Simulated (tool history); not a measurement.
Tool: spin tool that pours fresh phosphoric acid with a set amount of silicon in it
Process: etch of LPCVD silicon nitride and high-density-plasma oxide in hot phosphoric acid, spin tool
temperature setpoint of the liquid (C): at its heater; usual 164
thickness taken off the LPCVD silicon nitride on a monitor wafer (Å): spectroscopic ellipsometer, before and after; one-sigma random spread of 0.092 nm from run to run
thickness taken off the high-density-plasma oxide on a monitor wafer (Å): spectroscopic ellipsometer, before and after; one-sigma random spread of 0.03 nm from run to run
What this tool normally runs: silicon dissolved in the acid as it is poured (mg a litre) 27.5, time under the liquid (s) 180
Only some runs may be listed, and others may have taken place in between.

run	hour	temperature setpoint of the liquid (C)	silicon dissolved in the acid as it is poured (mg a litre)	time under the liquid (s)	wafers since the last listed run	hours since the thermometer was replaced	hours since the dissolved silicon flow meter was replaced	hours since the heated supply line was repaired	hours since the gauge calibration	read-back film thickness of the LPCVD silicon nitride reference wafer, read on the same gauge (nm)	read-back film thickness of the high-density-plasma oxide reference wafer, read on the same gauge (nm)	thickness taken off the LPCVD silicon nitride on a monitor wafer (Å)	thickness taken off the high-density-plasma oxide on a monitor wafer (Å)
1	0	165	27.5	180	0	656.3	1081.9	303.6	1153	110.01	29.997	177.3	2.35
2	39.4	162	27.5	145	209	695.7	1121.3	343	1192.4	109.99	29.99	127.8	1.58
3	73.5	162.5	12.5	255	180	729.8	1155.4	377.1	1226.5	110	30.028	227.5	4.5
4	131.7	165	12.5	220	308	788	1213.6	435.3	1284.7	110	30.056	212.5	4.55
5	193.7	162	45	125	328	850	1275.6	497.3	1346.7	110	29.985	109	0.58
6	264	166	27.5	215	373	920.3	1345.9	567.6	1417	109.99	30.012	213.1	2.91
7	291.7	164	42	180	146	948	1373.6	595.3	1444.7	110.01	30.021	165	0.84
# hour 331.8: heated supply line repaired
8	350.5	164	10	280	306	1006.8	1432.4	18.7	1503.5	110.02	30.013	270	6.14
9	400.4	162	45	125	264	1056.7	1482.3	68.6	1553.4	110	30.038	113	0.59
10	544.8	162.5	47.5	150	766	1201.1	1626.7	213	1697.8	110.01	30.01	135	0.57
# hour 567.7: thermometer replaced
# hour 608.9: gauge calibrated
11	646.6	162.5	27.5	180	534	78.9	1728.5	314.8	37.7	110.01	29.976	160.8	2.28
# hour 671.3: dissolved silicon flow meter replaced
12	711.1	165.5	9.5	125	336	143.4	39.8	379.3	102.2	109.99	30.034	122.7	2.87
13	762.1	164	21	265	270	194.4	90.8	430.3	153.2	109.99	29.986	246.2	3.72
14	824.4	163	17	120	330	256.7	153.1	492.6	215.5	109.98	30.014	107.6	1.68
15	880.1	162	27.5	280	295	312.4	208.8	548.3	271.2	110	30.038	241.8	3
16	941.7	163	16.5	80	326	374	270.4	609.9	332.8	109.99	29.99	71.1	1.27
17	972.5	164	27.5	180	163	404.8	301.2	640.7	363.6	109.99	29.994	165.4	2.15
18	998.2	164	41	250	136	430.5	326.9	666.4	389.3	109.98	29.979	228.5	1.5
19	1031.6	164	27.5	180	177	463.9	360.3	699.8	422.7	110.01	30.044	163.7	2.18
# hour 1080.3: heated supply line repaired
20	1090.3	164	27.5	180	306	522.6	419	10	481.4	110.01	29.983	174.5	2.34
21	1146	164	27.5	180	295	578.3	474.7	65.7	537.1	109.98	29.987	173.6	2.26
22	1197.8	165.5	46.5	70	274	630.1	526.5	117.5	588.9	109.99	30.03	71.1	0.35

3 options for the next run, each taken on its own from the tool as it stands now. Forecast them:
A	1198.3	164	27.5	210	2	630.6	527	118	589.4	?	?	?	?
B	1198.3	163	27.5	180	2	630.6	527	118	589.4	?	?	?	?
C	1198.3	162	8	180	2	630.6	527	118	589.4	?	?	?	?

run	read-back film thickness of the LPCVD silicon nitride reference wafer, read on the same gauge (nm)	read-back film thickness of the high-density-plasma oxide reference wafer, read on the same gauge (nm)	thickness taken off the LPCVD silicon nitride on a monitor wafer (Å)	thickness taken off the high-density-plasma oxide on a monitor wafer (Å)
A	109.97	29.966	202.7	2.57
B	109.97	29.966	168.1	2.05
C	109.97	29.966	162.6	3.26
Take away the tool's hidden state, keep each run's random variation, and the runs would have read:
run	thickness taken off the LPCVD silicon nitride on a monitor wafer (Å)	thickness taken off the high-density-plasma oxide on a monitor wafer (Å)
A	206.3	2.68
B	171.1	2.13
C	165.5	3.39
